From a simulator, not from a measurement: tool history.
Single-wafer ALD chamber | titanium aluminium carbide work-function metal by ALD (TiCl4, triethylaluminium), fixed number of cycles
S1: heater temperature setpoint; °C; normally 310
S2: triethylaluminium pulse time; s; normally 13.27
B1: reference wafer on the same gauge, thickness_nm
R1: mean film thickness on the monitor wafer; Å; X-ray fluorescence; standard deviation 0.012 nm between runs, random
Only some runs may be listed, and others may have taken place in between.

{"run": 1, "hour": 0.0, "S1": 310, "S2": 13.27, "B1": 2.155, "R1": 21.83}
{"run": 2, "hour": 8.0, "S1": 310, "S2": 13.27, "B1": 2.15, "R1": 21.63}
{"run": 3, "hour": 21.1, "S1": 310, "S2": 13.27, "B1": 2.15, "R1": 21.62}
{"run": 4, "hour": 38.4, "S1": 310, "S2": 13.27, "B1": 2.151, "R1": 21.69}
{"run": 5, "hour": 53.2, "S1": 310, "S2": 13.27, "B1": 2.152, "R1": 21.57}
{"run": 6, "hour": 68.1, "S1": 310, "S2": 13.27, "B1": 2.149, "R1": 21.64}
{"run": 7, "hour": 77.5, "S1": 310, "S2": 13.27, "B1": 2.154, "R1": 21.62}
{"run": 8, "hour": 92.0, "S1": 310, "S2": 13.27, "B1": 2.148, "R1": 21.59}
{"run": 9, "hour": 139.1, "S1": 310, "S2": 13.27, "B1": 2.15, "R1": 21.52}
{"run": 10, "hour": 149.5, "S1": 299, "S2": 14.86, "B1": 2.151, "R1": 21.01}
{"run": 11, "hour": 157.6, "S1": 299, "S2": 14.86, "B1": 2.146, "R1": 21.01}
{"run": 12, "hour": 166.3, "S1": 299, "S2": 14.86, "B1": 2.151, "R1": 20.97}
{"run": 13, "hour": 179.5, "S1": 306, "S2": 15.27, "B1": 2.15, "R1": 21.99}
{"hour": 184.1, "done": "gauge calibrated"}
{"run": 14, "hour": 194.0, "S1": 306, "S2": 15.27, "B1": 2.15, "R1": 21.62}
{"run": 15, "hour": 211.6, "S1": 295, "S2": 8.94, "B1": 2.156, "R1": 15.61}
{"run": 16, "hour": 222.1, "S1": 310, "S2": 13.27, "B1": 2.149, "R1": 21.48}
{"run": 17, "hour": 231.8, "S1": 304, "S2": 11.26, "B1": 2.146, "R1": 19.51}
{"hour": 251.1, "done": "showerhead replaced"}
{"run": 18, "hour": 251.6, "S1": 314, "S2": 14.71, "B1": 2.149, "R1": 22.51}
{"run": 19, "hour": 266.0, "S1": 324, "S2": 13.27, "B1": 2.152, "R1": 22.85}
{"run": 20, "hour": 282.4, "S1": 317, "S2": 13.27, "B1": 2.151, "R1": 22.41}
{"hour": 294.2, "done": "triethylaluminium bottle replaced"}
{"run": 21, "hour": 300.2, "S1": 310, "S2": 13.27, "B1": 2.151, "R1": 17.53}
{"run": 22, "hour": 311.2, "S1": 310, "S2": 17.55, "B1": 2.151, "R1": 20.34}
{"hour": 334.1, "done": "thermocouple changed; heater temperature recalibrated"}
{"run": 23, "hour": 334.6, "S1": 303, "S2": 16.47, "B1": 2.146, "R1": 18.79}
{"run": 24, "hour": 337.5, "S1": 310, "S2": 15.34, "B1": 2.15, "R1": 18.65}
{"hour": 356.4, "done": "triethylaluminium bottle replaced, repeated, since the last time left the tool worse"}
{"run": 25, "hour": 356.9, "S1": 310, "S2": 15.91, "B1": 2.148, "R1": 22.98}
{"run": 26, "hour": 365.3, "S1": 298, "S2": 15.15, "B1": 2.151, "R1": 21.67}
{"run": 27, "hour": 381.5, "S1": 295, "S2": 15.55, "B1": 2.15, "R1": 21.43}
{"run": 28, "hour": 393.5, "S1": 317, "S2": 14.8, "B1": 2.15, "R1": 23.78}
{"run": 29, "hour": 424.4, "S1": 310, "S2": 13.27, "B1": 2.153, "R1": 22.87}

Branching from run 29: 4 alternative next runs. What would each branch give?
{"run": "A", "hour": 424.8, "S1": 310, "S2": 13.27, "B1": "?", "R1": "?"}
{"run": "B", "hour": 424.8, "S1": 310, "S2": 15.25, "B1": "?", "R1": "?"}
{"run": "C", "hour": 424.8, "S1": 316, "S2": 18.02, "B1": "?", "R1": "?"}
{"run": "D", "hour": 424.8, "S1": 321, "S2": 13.27, "B1": "?", "R1": "?"}

run=A B1=2.151 R1=22.87
run=B B1=2.151 R1=23.10
run=C B1=2.151 R1=23.86
run=D B1=2.151 R1=24.08
Take away the tool's hidden state, keep each run's random variation, and the runs would have read:
run=A R1=22.99
run=B R1=23.14
run=C R1=23.88
run=D R1=24.20
